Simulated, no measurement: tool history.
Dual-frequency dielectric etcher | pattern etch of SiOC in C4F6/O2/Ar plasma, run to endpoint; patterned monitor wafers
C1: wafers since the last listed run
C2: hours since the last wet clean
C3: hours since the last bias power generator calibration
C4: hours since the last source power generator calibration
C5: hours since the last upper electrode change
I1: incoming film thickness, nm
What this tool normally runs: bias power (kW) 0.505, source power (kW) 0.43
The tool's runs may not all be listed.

Run 1, hour 0: usual settings but bias power (kW) 0.475; C1 0; C2 47.1; C3 1203.5; C4 2550.8; C5 2880.2; I1 30.32. Result: endpoint time (s) 10.3.
Run 2, hour 198.8: usual settings but bias power (kW) 0.475; C1 3757; C2 245.9; C3 1402.3; C4 2749.6; C5 3079; I1 30.41. Result: endpoint time (s) 10.4.
Run 3, hour 271.5: usual settings but bias power (kW) 0.475; C1 1374; C2 318.6; C3 1475; C4 2822.3; C5 3151.7; I1 30.41. Result: endpoint time (s) 10.4.
Run 4, hour 326.6: usual settings; C1 1041; C2 373.7; C3 1530.1; C4 2877.4; C5 3206.8; I1 30.22. Result: endpoint time (s) 10.1.
Run 5, hour 421.3: usual settings; C1 1790; C2 468.4; C3 1624.8; C4 2972.1; C5 3301.5; I1 30.5. Result: endpoint time (s) 10.2.
At hour 518.3: wet clean of the chamber.
Run 6, hour 518.8: usual settings but bias power (kW) 0.53, source power (kW) 0.36; C1 1389; C2 0.5; C3 1722.3; C4 3069.6; C5 3399; I1 30.47. Result: endpoint time (s) 10.6.
Run 7, hour 555.7: usual settings but bias power (kW) 0.53, source power (kW) 0.36; C1 697; C2 37.4; C3 1759.2; C4 3106.5; C5 3435.9; I1 30.41. Result: endpoint time (s) 10.6.
At hour 639: upper electrode replaced.
Run 8, hour 657.1: usual settings; C1 1463; C2 138.8; C3 1860.6; C4 3207.9; C5 18.1; I1 30.24. Result: endpoint time (s) 10.
Run 9, hour 699.1: usual settings; C1 793; C2 180.8; C3 1902.6; C4 3249.9; C5 60.1; I1 30.15. Result: endpoint time (s) 10.1.
Run 10, hour 773: usual settings but bias power (kW) 0.547; C1 1396; C2 254.7; C3 1976.5; C4 3323.8; C5 134; I1 30.45. Result: endpoint time (s) 9.7.
Run 11, hour 811.3: usual settings but source power (kW) 0.47; C1 723; C2 293; C3 2014.8; C4 3362.1; C5 172.3; I1 30.56. Result: endpoint time (s) 9.8.
Run 12, hour 900.4: usual settings but bias power (kW) 0.469, source power (kW) 0.37; C1 1684; C2 382.1; C3 2103.9; C4 3451.2; C5 261.4; I1 30.13. Result: endpoint time (s) 11.
At hour 1053.4: wet clean of the chamber.
At hour 1173.5: source power generator calibrated.
Run 13, hour 1215.7: usual settings but source power (kW) 0.48; C1 5430; C2 162.3; C3 2419.2; C4 42.2; C5 576.7; I1 30.36. Result: endpoint time (s) 9.7.
Run 14, hour 1320.7: usual settings but bias power (kW) 0.61; C1 1984; C2 267.3; C3 2524.2; C4 147.2; C5 681.7; I1 30.53. Result: endpoint time (s) 9.3.
At hour 1338: bias power generator calibrated.
Run 15, hour 1376.9: usual settings but source power (kW) 0.54; C1 986; C2 323.5; C3 38.9; C4 203.4; C5 737.9; I1 30.31. Result: endpoint time (s) 9.4.
Run 16, hour 1440.1: usual settings; C1 1194; C2 386.7; C3 102.1; C4 266.6; C5 801.1; I1 30.39. Result: endpoint time (s) 10.3.
At hour 1534.3: wet clean of the chamber.
Run 17, hour 1545.4: usual settings; C1 1536; C2 11.1; C3 207.4; C4 371.9; C5 906.4; I1 30.43. Result: endpoint time (s) 10.4.
Run 18, hour 1586.1: usual settings but bias power (kW) 0.412, source power (kW) 0.48; C1 769; C2 51.8; C3 248.1; C4 412.6; C5 947.1; I1 30.4. Result: endpoint time (s) 10.8.
Run 19, hour 1673.5: usual settings but bias power (kW) 0.436, source power (kW) 0.33; C1 1652; C2 139.2; C3 335.5; C4 500; C5 1034.5; I1 30.4. Result: endpoint time (s) 12.2.
At hour 1747.1: bias power generator calibrated, repeated, since the last time left the tool worse.
Run 20, hour 1747.6: usual settings but source power (kW) 0.51; C1 1325; C2 213.3; C3 0.5; C4 574.1; C5 1108.6; I1 30.26. Result: endpoint time (s) 9.4.
Run 21, hour 1835.3: usual settings; C1 1657; C2 301; C3 88.2; C4 661.8; C5 1196.3; I1 30.07. Result: endpoint time (s) 10.1.
Run 22, hour 1884.5: usual settings but bias power (kW) 0.627, source power (kW) 0.5; C1 929; C2 350.2; C3 137.4; C4 711; C5 1245.5; I1 30.49. Result: endpoint time (s) 8.6.
Run 23, hour 1934.5: usual settings but bias power (kW) 0.605, source power (kW) 0.37; C1 945; C2 400.2; C3 187.4; C4 761; C5 1295.5; I1 30.7. Result: endpoint time (s) 9.8.

3 options for the next run, each taken on its own from the tool as it stands now. Forecast them:
Run A, hour 1934.9: usual settings; C1 7; C2 400.6; C3 187.8; C4 761.4; C5 1295.9; I1 30.34. Result: endpoint time (s) ?.
Run B, hour 1934.9: usual settings but bias power (kW) 0.545, source power (kW) 0.37; C1 7; C2 400.6; C3 187.8; C4 761.4; C5 1295.9; I1 30.34. Result: endpoint time (s) ?.
Run C, hour 1934.9: usual settings but bias power (kW) 0.462, source power (kW) 0.38; C1 7; C2 400.6; C3 187.8; C4 761.4; C5 1295.9; I1 30.34. Result: endpoint time (s) ?.

run  endpoint time (s)
  A               10.1
  B               10.3
  C                 11
What these runs would have given with no unlogged condition in the tool:
run  endpoint time (s)
  A                 10
  B               10.2
  C                 11
